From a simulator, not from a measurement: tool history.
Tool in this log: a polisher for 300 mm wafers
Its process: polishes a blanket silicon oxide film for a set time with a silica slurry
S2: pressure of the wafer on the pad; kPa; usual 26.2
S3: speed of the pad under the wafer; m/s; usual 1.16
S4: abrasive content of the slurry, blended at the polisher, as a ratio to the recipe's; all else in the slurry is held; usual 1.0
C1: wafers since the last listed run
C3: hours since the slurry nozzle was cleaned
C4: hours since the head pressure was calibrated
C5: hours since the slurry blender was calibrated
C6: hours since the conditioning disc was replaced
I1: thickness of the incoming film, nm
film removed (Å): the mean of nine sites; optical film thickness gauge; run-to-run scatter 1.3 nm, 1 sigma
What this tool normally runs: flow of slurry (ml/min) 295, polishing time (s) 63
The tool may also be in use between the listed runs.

run 1 hour=0.0 | flow_of_slurry_(ml/min)=295 S2=26.2 S3=1.16 S4=1.0 polishing_time_(s)=63 | C1=0 wafers_polished_on_this_pad=5276 C3=27.6 C4=1288.0 C5=455.0 C6=249.7 | I1=1184.3 | film_removed_(Å)=1483
run 2 hour=79.4 | flow_of_slurry_(ml/min)=295 S2=26.2 S3=1.16 S4=1.0 polishing_time_(s)=63 | C1=1069 wafers_polished_on_this_pad=6346 C3=107.0 C4=1367.4 C5=534.4 C6=329.1 | I1=1188.2 | film_removed_(Å)=1455
-- hour=94.0 worn pad replaced by a new one
-- hour=118.8 slurry blender recalibrated
run 3 hour=178.6 | flow_of_slurry_(ml/min)=295 S2=26.2 S3=1.16 S4=1.0 polishing_time_(s)=63 | C1=1255 wafers_polished_on_this_pad=1112 C3=206.2 C4=1466.6 C5=59.8 C6=428.3 | I1=1185.0 | film_removed_(Å)=1570
-- hour=235.7 conditioning disc replaced and pad reconditioned
run 4 hour=279.6 | flow_of_slurry_(ml/min)=295 S2=26.2 S3=1.16 S4=1.0 polishing_time_(s)=63 | C1=1333 wafers_polished_on_this_pad=2445 C3=307.2 C4=1567.6 C5=160.8 C6=43.9 | I1=1175.1 | film_removed_(Å)=1546
-- hour=329.3 head pressure recalibrated
run 5 hour=365.3 | flow_of_slurry_(ml/min)=295 S2=26.2 S3=1.16 S4=1.0 polishing_time_(s)=63 | C1=1127 wafers_polished_on_this_pad=3573 C3=392.9 C4=36.0 C5=246.5 C6=129.6 | I1=1192.5 | film_removed_(Å)=1508
run 6 hour=433.2 | flow_of_slurry_(ml/min)=295 S2=26.2 S3=1.16 S4=1.0 polishing_time_(s)=63 | C1=914 wafers_polished_on_this_pad=4487 C3=460.8 C4=103.9 C5=314.4 C6=197.5 | I1=1164.7 | film_removed_(Å)=1517
run 7 hour=507.8 | flow_of_slurry_(ml/min)=370 S2=26.2 S3=1.16 S4=1.0 polishing_time_(s)=63 | C1=1004 wafers_polished_on_this_pad=5492 C3=535.4 C4=178.5 C5=389.0 C6=272.1 | I1=1165.5 | film_removed_(Å)=1526
run 8 hour=588.9 | flow_of_slurry_(ml/min)=295 S2=26.2 S3=1.16 S4=0.8 polishing_time_(s)=63 | C1=1092 wafers_polished_on_this_pad=6584 C3=616.5 C4=259.6 C5=470.1 C6=353.2 | I1=1183.2 | film_removed_(Å)=1336
-- hour=613.4 worn pad replaced by a new one
run 9 hour=652.9 | flow_of_slurry_(ml/min)=295 S2=26.2 S3=1.16 S4=0.8 polishing_time_(s)=63 | C1=808 wafers_polished_on_this_pad=532 C3=680.5 C4=323.6 C5=534.1 C6=417.2 | I1=1188.3 | film_removed_(Å)=1320
-- hour=667.9 slurry blender recalibrated
-- hour=692.1 conditioning disc replaced and pad reconditioned
run 10 hour=723.9 | flow_of_slurry_(ml/min)=295 S2=26.2 S3=1.16 S4=1.0 polishing_time_(s)=63 | C1=902 wafers_polished_on_this_pad=1434 C3=751.5 C4=394.6 C5=56.0 C6=31.8 | I1=1173.3 | film_removed_(Å)=1339
-- hour=764.9 slurry nozzle cleaned
run 11 hour=771.4 | flow_of_slurry_(ml/min)=295 S2=26.2 S3=1.16 S4=1.0 polishing_time_(s)=63 | C1=626 wafers_polished_on_this_pad=2060 C3=6.5 C4=442.1 C5=103.5 C6=79.3 | I1=1166.9 | film_removed_(Å)=1300
run 12 hour=840.4 | flow_of_slurry_(ml/min)=295 S2=26.2 S3=1.16 S4=1.0 polishing_time_(s)=63 | C1=929 wafers_polished_on_this_pad=2990 C3=75.5 C4=511.1 C5=172.5 C6=148.3 | I1=1168.7 | film_removed_(Å)=1270
-- hour=996.0 slurry blender recalibrated, repeated, since the last time left the tool worse
run 13 hour=1064.5 | flow_of_slurry_(ml/min)=295 S2=26.2 S3=1.50 S4=1.0 polishing_time_(s)=49 | C1=2991 wafers_polished_on_this_pad=5981 C3=299.6 C4=735.2 C5=68.5 C6=372.4 | I1=1184.4 | film_removed_(Å)=1401
-- hour=1097.7 worn pad replaced by a new one
run 14 hour=1136.2 | flow_of_slurry_(ml/min)=295 S2=26.2 S3=1.16 S4=1.0 polishing_time_(s)=55 | C1=911 wafers_polished_on_this_pad=518 C3=371.3 C4=806.9 C5=140.2 C6=444.1 | I1=1180.3 | film_removed_(Å)=1334
-- hour=1171.1 conditioning disc replaced and pad reconditioned
run 15 hour=1220.3 | flow_of_slurry_(ml/min)=295 S2=26.2 S3=1.16 S4=1.0 polishing_time_(s)=63 | C1=1105 wafers_polished_on_this_pad=1623 C3=455.4 C4=891.0 C5=224.3 C6=49.2 | I1=1185.6 | film_removed_(Å)=1491
run 16 hour=1264.5 | flow_of_slurry_(ml/min)=235 S2=26.2 S3=1.42 S4=1.0 polishing_time_(s)=63 | C1=595 wafers_polished_on_this_pad=2219 C3=499.6 C4=935.2 C5=268.5 C6=93.4 | I1=1182.0 | film_removed_(Å)=1663
run 17 hour=1347.4 | flow_of_slurry_(ml/min)=295 S2=26.2 S3=1.16 S4=0.7 polishing_time_(s)=63 | C1=1116 wafers_polished_on_this_pad=3335 C3=582.5 C4=1018.1 C5=351.4 C6=176.3 | I1=1189.9 | film_removed_(Å)=1205
-- hour=1458.1 slurry nozzle cleaned
-- hour=1540.3 worn pad replaced by a new one
-- hour=1548.5 slurry blender recalibrated
-- hour=1590.4 head pressure recalibrated
-- hour=1641.1 conditioning disc replaced and pad reconditioned
run 18 hour=1646.4 | flow_of_slurry_(ml/min)=295 S2=26.2 S3=1.16 S4=1.0 polishing_time_(s)=63 | C1=3878 wafers_polished_on_this_pad=1348 C3=188.3 C4=56.0 C5=97.9 C6=5.3 | I1=1198.7 | film_removed_(Å)=1574
run 19 hour=1752.2 | flow_of_slurry_(ml/min)=330 S2=31.7 S3=1.16 S4=1.0 polishing_time_(s)=76 | C1=1424 wafers_polished_on_this_pad=2773 C3=294.1 C4=161.8 C5=203.7 C6=111.1 | I1=1194.5 | film_removed_(Å)=2238
run 20 hour=1805.4 | flow_of_slurry_(ml/min)=295 S2=26.2 S3=1.16 S4=0.9 polishing_time_(s)=63 | C1=716 wafers_polished_on_this_pad=3490 C3=347.3 C4=215.0 C5=256.9 C6=164.3 | I1=1188.5 | film_removed_(Å)=1437
run 21 hour=1883.4 | flow_of_slurry_(ml/min)=295 S2=26.2 S3=1.16 S4=1.0 polishing_time_(s)=63 | C1=1050 wafers_polished_on_this_pad=4540 C3=425.3 C4=293.0 C5=334.9 C6=242.3 | I1=1182.9 | film_removed_(Å)=1503
run 22 hour=1964.3 | flow_of_slurry_(ml/min)=295 S2=26.2 S3=1.16 S4=1.0 polishing_time_(s)=63 | C1=1089 wafers_polished_on_this_pad=5630 C3=506.2 C4=373.9 C5=415.8 C6=323.2 | I1=1180.1 | film_removed_(Å)=1494
-- hour=2019.3 slurry blender recalibrated
-- hour=2063.9 worn pad replaced by a new one
run 23 hour=2064.4 | flow_of_slurry_(ml/min)=295 S2=26.2 S3=0.96 S4=1.0 polishing_time_(s)=51 | C1=1267 wafers_polished_on_this_pad=6 C3=606.3 C4=474.0 C5=45.1 C6=423.3 | I1=1167.4 | film_removed_(Å)=1140
run 24 hour=2157.1 | flow_of_slurry_(ml/min)=295 S2=26.2 S3=1.16 S4=1.0 polishing_time_(s)=83 | C1=1248 wafers_polished_on_this_pad=1255 C3=699.0 C4=566.7 C5=137.8 C6=516.0 | I1=1195.1 | film_removed_(Å)=1976
-- hour=2165.6 conditioning disc replaced and pad reconditioned
-- hour=2181.5 slurry nozzle cleaned
run 25 hour=2252.5 | flow_of_slurry_(ml/min)=295 S2=26.2 S3=1.40 S4=1.1 polishing_time_(s)=63 | C1=1244 wafers_polished_on_this_pad=2499 C3=71.0 C4=662.1 C5=233.2 C6=86.9 | I1=1178.5 | film_removed_(Å)=1715
run 26 hour=2358.8 | flow_of_slurry_(ml/min)=295 S2=26.2 S3=1.16 S4=1.0 polishing_time_(s)=63 | C1=1431 wafers_polished_on_this_pad=3931 C3=177.3 C4=768.4 C5=339.5 C6=193.2 | I1=1181.1 | film_removed_(Å)=1466

3 options for the next run, each taken on its own from the tool as it stands now. Forecast them:
run A hour=2359.2 | flow_of_slurry_(ml/min)=295 S2=26.2 S3=1.16 S4=1.3 polishing_time_(s)=63 | C1=5 wafers_polished_on_this_pad=3936 C3=177.7 C4=768.8 C5=339.9 C6=193.6 | I1=1191.5 | film_removed_(Å)=?
run B hour=2359.2 | flow_of_slurry_(ml/min)=295 S2=26.2 S3=1.36 S4=1.0 polishing_time_(s)=63 | C1=5 wafers_polished_on_this_pad=3936 C3=177.7 C4=768.8 C5=339.9 C6=193.6 | I1=1191.5 | film_removed_(Å)=?
run C hour=2359.2 | flow_of_slurry_(ml/min)=395 S2=26.2 S3=1.16 S4=1.0 polishing_time_(s)=42 | C1=5 wafers_polished_on_this_pad=3936 C3=177.7 C4=768.8 C5=339.9 C6=193.6 | I1=1191.5 | film_removed_(Å)=?

run=A film_removed_(Å)=1627
run=B film_removed_(Å)=1580
run=C film_removed_(Å)=980
Without the tool's hidden state the same runs would have given:
run=A film_removed_(Å)=1812
run=B film_removed_(Å)=1787
run=C film_removed_(Å)=1109
